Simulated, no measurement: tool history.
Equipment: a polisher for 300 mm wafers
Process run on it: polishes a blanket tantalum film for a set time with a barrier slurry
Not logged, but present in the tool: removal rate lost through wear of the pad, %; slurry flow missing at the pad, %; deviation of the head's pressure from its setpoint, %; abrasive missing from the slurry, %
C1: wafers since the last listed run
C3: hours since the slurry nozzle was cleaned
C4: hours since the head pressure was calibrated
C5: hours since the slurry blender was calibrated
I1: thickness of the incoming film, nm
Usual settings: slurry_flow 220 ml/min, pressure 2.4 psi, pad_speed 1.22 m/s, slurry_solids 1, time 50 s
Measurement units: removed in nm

run 1 day=0 | slurry_flow=180 pressure=2.4 pad_speed=1.22 slurry_solids=1 time=50 | C1=0 wafers_polished_on_this_pad=305 C3=143.5 C4=704.4 C5=95.5 | I1=342.3 | removed=116
run 2 day=1.071 | slurry_flow=220 pressure=2.4 pad_speed=1.22 slurry_solids=0.9 time=50 | C1=162 wafers_polished_on_this_pad=467 C3=169.2 C4=730.1 C5=121.2 | I1=343.4 | removed=116.2
run 3 day=2.517 | slurry_flow=220 pressure=2.4 pad_speed=1.22 slurry_solids=0.9 time=50 | C1=219 wafers_polished_on_this_pad=687 C3=203.9 C4=764.8 C5=155.9 | I1=343 | removed=114.7
run 4 day=3.758 | slurry_flow=220 pressure=2.4 pad_speed=1.22 slurry_solids=0.9 time=50 | C1=188 wafers_polished_on_this_pad=876 C3=233.7 C4=794.6 C5=185.7 | I1=345.2 | removed=115.9
run 5 day=4.512 | slurry_flow=220 pressure=2.4 pad_speed=1.4 slurry_solids=1 time=50 | C1=114 wafers_polished_on_this_pad=990 C3=251.8 C4=812.7 C5=203.8 | I1=339 | removed=131.6
-- day=5.6 worn pad replaced by a new one
run 6 day=5.867 | slurry_flow=220 pressure=2.4 pad_speed=1.22 slurry_solids=1 time=50 | C1=180 wafers_polished_on_this_pad=40 C3=284.3 C4=845.2 C5=236.3 | I1=347.2 | removed=121.1
run 7 day=7.138 | slurry_flow=220 pressure=2.4 pad_speed=1.22 slurry_solids=1 time=50 | C1=193 wafers_polished_on_this_pad=233 C3=314.8 C4=875.7 C5=266.8 | I1=340.7 | removed=120.2
-- day=7.704 slurry blender recalibrated
run 8 day=8.408 | slurry_flow=220 pressure=2.4 pad_speed=1.22 slurry_solids=1 time=50 | C1=180 wafers_polished_on_this_pad=413 C3=345.3 C4=906.2 C5=16.9 | I1=345.5 | removed=120.2
-- day=9.038 slurry nozzle cleaned
run 9 day=9.083 | slurry_flow=200 pressure=2.4 pad_speed=1.22 slurry_solids=1 time=58 | C1=96 wafers_polished_on_this_pad=510 C3=1.1 C4=922.4 C5=33.1 | I1=337.1 | removed=149.2
run 10 day=10.004 | slurry_flow=200 pressure=2.4 pad_speed=1.22 slurry_solids=1 time=58 | C1=139 wafers_polished_on_this_pad=650 C3=23.2 C4=944.5 C5=55.2 | I1=339.5 | removed=145.8
run 11 day=11.358 | slurry_flow=275 pressure=1.8 pad_speed=1.22 slurry_solids=1 time=50 | C1=205 wafers_polished_on_this_pad=855 C3=55.7 C4=977 C5=87.7 | I1=337.6 | removed=98.1
-- day=11.792 worn pad replaced by a new one
run 12 day=12.242 | slurry_flow=220 pressure=2.4 pad_speed=1.22 slurry_solids=1 time=50 | C1=108 wafers_polished_on_this_pad=68 C3=76.9 C4=998.2 C5=108.9 | I1=339.9 | removed=127.8
run 13 day=12.954 | slurry_flow=220 pressure=2.4 pad_speed=1.22 slurry_solids=1 time=50 | C1=108 wafers_polished_on_this_pad=176 C3=94 C4=1015.3 C5=126 | I1=337.9 | removed=127.6
run 14 day=13.588 | slurry_flow=220 pressure=2.4 pad_speed=1.5 slurry_solids=1 time=50 | C1=96 wafers_polished_on_this_pad=273 C3=109.2 C4=1030.5 C5=141.2 | I1=342.1 | removed=142.8
-- day=14.308 head pressure recalibrated
run 15 day=14.425 | slurry_flow=220 pressure=2.8 pad_speed=1.22 slurry_solids=1 time=50 | C1=114 wafers_polished_on_this_pad=387 C3=129.3 C4=2.8 C5=161.3 | I1=337.7 | removed=137.7
run 16 day=15.812 | slurry_flow=255 pressure=1.9 pad_speed=1.22 slurry_solids=0.75 time=50 | C1=210 wafers_polished_on_this_pad=598 C3=162.6 C4=36.1 C5=194.6 | I1=343.4 | removed=80.3
run 17 day=17.188 | slurry_flow=275 pressure=2.1 pad_speed=1.22 slurry_solids=1 time=67 | C1=208 wafers_polished_on_this_pad=807 C3=195.6 C4=69.1 C5=227.6 | I1=342.7 | removed=143
run 18 day=18.329 | slurry_flow=145 pressure=2.4 pad_speed=1.56 slurry_solids=1 time=37 | C1=173 wafers_polished_on_this_pad=980 C3=223 C4=96.5 C5=255 | I1=332.5 | removed=89.9
run 19 day=18.838 | slurry_flow=220 pressure=1.9 pad_speed=1.4 slurry_solids=1 time=39 | C1=77 wafers_polished_on_this_pad=1057 C3=235.2 C4=108.7 C5=267.2 | I1=334.6 | removed=78
-- day=19.067 worn pad replaced by a new one
run 20 day=19.842 | slurry_flow=220 pressure=2.4 pad_speed=1.22 slurry_solids=1 time=50 | C1=127 wafers_polished_on_this_pad=117 C3=259.3 C4=132.8 C5=291.3 | I1=336.1 | removed=115.8
-- day=20.183 slurry blender recalibrated
run 21 day=20.862 | slurry_flow=255 pressure=2.4 pad_speed=1.22 slurry_solids=0.85 time=50 | C1=142 wafers_polished_on_this_pad=260 C3=283.8 C4=157.3 C5=16.3 | I1=339.8 | removed=108.5
run 22 day=21.488 | slurry_flow=255 pressure=2.4 pad_speed=1.22 slurry_solids=1 time=50 | C1=94 wafers_polished_on_this_pad=355 C3=298.8 C4=172.3 C5=31.3 | I1=340.2 | removed=120.3
run 23 day=22.433 | slurry_flow=220 pressure=2.4 pad_speed=0.9 slurry_solids=1 time=65 | C1=143 wafers_polished_on_this_pad=498 C3=321.5 C4=195 C5=54 | I1=343.4 | removed=127.8
-- day=26.646 worn pad replaced by a new one
run 24 day=26.854 | slurry_flow=220 pressure=2.4 pad_speed=1.22 slurry_solids=1 time=50 | C1=646 wafers_polished_on_this_pad=31 C3=427.6 C4=301.1 C5=160.1 | I1=341 | removed=115.8
-- day=27.388 slurry nozzle cleaned
run 25 day=28.033 | slurry_flow=220 pressure=1.6 pad_speed=1.22 slurry_solids=1.2 time=64 | C1=172 wafers_polished_on_this_pad=204 C3=15.5 C4=329.4 C5=188.4 | I1=338.4 | removed=113.4
run 26 day=29.017 | slurry_flow=220 pressure=2.4 pad_speed=1.22 slurry_solids=1 time=50 | C1=149 wafers_polished_on_this_pad=353 C3=39.1 C4=353 C5=212 | I1=341.2 | removed=123.4
-- day=29.75 slurry blender recalibrated
run 27 day=29.771 | slurry_flow=155 pressure=1.8 pad_speed=1.22 slurry_solids=1.15 time=50 | C1=101 wafers_polished_on_this_pad=455 C3=57.2 C4=371.1 C5=0.5 | I1=343.5 | removed=92.1
run 28 day=30.342 | slurry_flow=220 pressure=2.4 pad_speed=1.56 slurry_solids=1.25 time=50 | C1=86 wafers_polished_on_this_pad=542 C3=70.9 C4=384.8 C5=14.2 | I1=341.5 | removed=156.7
run 29 day=30.929 | slurry_flow=180 pressure=1.8 pad_speed=1.22 slurry_solids=1.2 time=50 | C1=89 wafers_polished_on_this_pad=631 C3=85 C4=398.9 C5=28.3 | I1=344 | removed=95.4
run 30 day=31.558 | slurry_flow=200 pressure=2.4 pad_speed=1.22 slurry_solids=1 time=58 | C1=95 wafers_polished_on_this_pad=727 C3=100.1 C4=414 C5=43.4 | I1=347.8 | removed=139.4

How would selected steps in removed from run to run divide? Give the signed amount a tool lacking its hidden state would still show from settings, what came in and random variation, and the signed amount left for the hidden state, including any gauge scatter that is not in both of the compared results.
Run 8 -> 9: slurry_flow 220 -> 200, time 50 -> 58, slurry nozzle cleaned. removed +29 nm: hidden state +10.1, all else +18.9.
Run 14 -> 15: pressure 2.4 -> 2.8, pad_speed 1.5 -> 1.22, head pressure recalibrated. removed -5.1 nm: hidden state -10, all else +4.9.
Run 16 -> 17: slurry_flow 255 -> 275, pressure 1.9 -> 2.1, slurry_solids 0.75 -> 1, time 50 -> 67. removed +62.7 nm: hidden state -2.3, all else +65.
Run 24 -> 25: pressure 2.4 -> 1.6, slurry_solids 1 -> 1.2, time 50 -> 64, slurry nozzle cleaned. removed -2.4 nm: hidden state +9, all else -11.4.
Run 27 -> 28: slurry_flow 155 -> 220, pressure 1.8 -> 2.4, pad_speed 1.22 -> 1.56, slurry_solids 1.15 -> 1.25. removed +64.6 nm: hidden state +1.2, all else +63.4.
Run 28 -> 29: slurry_flow 220 -> 180, pressure 2.4 -> 1.8, pad_speed 1.56 -> 1.22, slurry_solids 1.25 -> 1.2. removed -61.3 nm: hidden state -1.4, all else -59.9.

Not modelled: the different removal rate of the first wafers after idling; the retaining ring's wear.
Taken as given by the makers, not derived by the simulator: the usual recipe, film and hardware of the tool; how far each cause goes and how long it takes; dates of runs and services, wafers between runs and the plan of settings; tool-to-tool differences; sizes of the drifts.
